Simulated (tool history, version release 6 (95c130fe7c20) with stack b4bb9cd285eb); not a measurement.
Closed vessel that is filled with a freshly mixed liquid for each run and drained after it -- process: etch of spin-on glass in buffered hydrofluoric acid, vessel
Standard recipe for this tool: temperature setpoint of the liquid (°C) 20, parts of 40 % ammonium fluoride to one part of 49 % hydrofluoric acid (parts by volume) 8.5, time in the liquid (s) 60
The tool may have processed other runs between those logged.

| run | day | temperature setpoint of the liquid (°C) | parts of 40 % ammonium fluoride to one part of 49 % hydrofluoric acid (parts by volume) | time in the liquid (s) | wafers since the last listed run | hours since the thermometer was replaced | hours since the hydrofluoric acid flow meter was replaced | hours since the gauge calibration | read-back film thickness of the spin-on glass reference wafer, read on the same gauge (nm) | thickness taken off the spin-on glass on a monitor wafer (angstrom) |
|---|---|---|---|---|---|---|---|---|---|---|
| 1 | 0 | 20 | 8.5 | 60 | 0 | 1162.9 | 319.7 | 225.1 | 49.97 | 2288.7 |
| 2 | 1.467 | 17 | 8.5 | 60 | 4514 | 1198.1 | 354.9 | 260.3 | 50.01 | 1932.1 |
| 3 | 4.45 | 17 | 8.5 | 60 | 9182 | 1269.7 | 426.5 | 331.9 | 49.99 | 1941.4 |
| 4 | 6.954 | 17 | 8.5 | 60 | 7707 | 1329.8 | 486.6 | 392 | 49.95 | 1908.1 |
| 5 | 9.225 | 20 | 8.5 | 60 | 6989 | 1384.3 | 541.1 | 446.5 | 50.01 | 2269.6 |
|  | 10.533 | hydrofluoric acid flow meter replaced |
| 6 | 11.633 | 20 | 9.5 | 60 | 7284 | 1442.1 | 26.4 | 504.3 | 50 | 2050.2 |
| 7 | 13.625 | 20 | 9.5 | 60 | 6130 | 1489.9 | 74.2 | 552.1 | 49.95 | 2065.4 |
| 8 | 15.558 | 20 | 10 | 60 | 5950 | 1536.3 | 120.6 | 598.5 | 50 | 1968.8 |
| 9 | 16.85 | 21 | 8.5 | 60 | 3975 | 1567.3 | 151.6 | 629.5 | 49.97 | 2396.8 |
|  | 17.262 | gauge calibrated |
| 10 | 19.792 | 20 | 8.5 | 60 | 9054 | 1637.9 | 222.2 | 60.7 | 49.99 | 2274.7 |
| 11 | 21.35 | 20 | 8.5 | 60 | 4796 | 1675.3 | 259.6 | 98.1 | 50.01 | 2270.2 |
|  | 23.025 | thermometer replaced |
| 12 | 23.288 | 18 | 8.5 | 40 | 5835 | 6.3 | 306.1 | 144.6 | 49.99 | 1428.2 |
| 13 | 25.746 | 20 | 8.5 | 60 | 7566 | 65.3 | 365.1 | 203.6 | 50.01 | 2375.7 |
| 14 | 27.017 | 20 | 8.5 | 75 | 3911 | 95.8 | 395.6 | 234.1 | 50.03 | 3002.2 |
| 15 | 28.738 | 17 | 8.5 | 60 | 5296 | 137.1 | 436.9 | 275.4 | 50.01 | 2020.9 |
|  | 28.85 | hydrofluoric acid flow meter replaced |
| 16 | 31.233 | 20 | 8.5 | 75 | 7553 | 197 | 57.2 | 335.3 | 50.01 | 2946.2 |
| 17 | 32.788 | 17 | 8.5 | 90 | 4783 | 234.3 | 94.5 | 372.6 | 50.02 | 3022.1 |
| 18 | 33.808 | 20 | 8.5 | 40 | 3142 | 258.8 | 119 | 397.1 | 50.03 | 1596.4 |
| 19 | 35.833 | 17 | 9.5 | 85 | 6232 | 307.4 | 167.6 | 445.7 | 50.01 | 2549.7 |
| 20 | 37.675 | 20 | 8.5 | 90 | 5668 | 351.6 | 211.8 | 489.9 | 50.02 | 3492 |
| 21 | 40.425 | 20 | 8.5 | 60 | 8464 | 417.6 | 277.8 | 555.9 | 50.02 | 2385 |
|  | 40.942 | gauge calibrated |
| 22 | 41.671 | 23.5 | 8.5 | 60 | 3834 | 447.5 | 307.7 | 17.5 | 49.97 | 2846.7 |
| 23 | 44.625 | 20 | 6.5 | 70 | 9092 | 518.4 | 378.6 | 88.4 | 49.99 | 3620.8 |

Below are 5 alternative next runs, each starting from the tool's condition after run 23. Predict each:
| A | 44.654 | 20 | 8.5 | 60 | 89 | 519.1 | 379.3 | 89.1 | ? | ? |
| B | 44.654 | 23 | 8.5 | 60 | 89 | 519.1 | 379.3 | 89.1 | ? | ? |
| C | 44.654 | 20 | 7 | 60 | 89 | 519.1 | 379.3 | 89.1 | ? | ? |
| D | 44.654 | 25 | 10.5 | 45 | 89 | 519.1 | 379.3 | 89.1 | ? | ? |
| E | 44.654 | 22 | 8.5 | 70 | 89 | 519.1 | 379.3 | 89.1 | ? | ? |

| run | read-back film thickness of the spin-on glass reference wafer, read on the same gauge (nm) | thickness taken off the spin-on glass on a monitor wafer (angstrom) |
|---|---|---|
| A | 49.99 | 2360.4 |
| B | 49.99 | 2788.9 |
| C | 49.99 | 2912.4 |
| D | 49.99 | 1957.3 |
| E | 49.99 | 3078.9 |
What these runs would have given with no unlogged condition in the tool:
| run | thickness taken off the spin-on glass on a monitor wafer (angstrom) |
|---|---|
| A | 2434.4 |
| B | 2874.5 |
| C | 3003.5 |
| D | 2016.6 |
| E | 3174 |
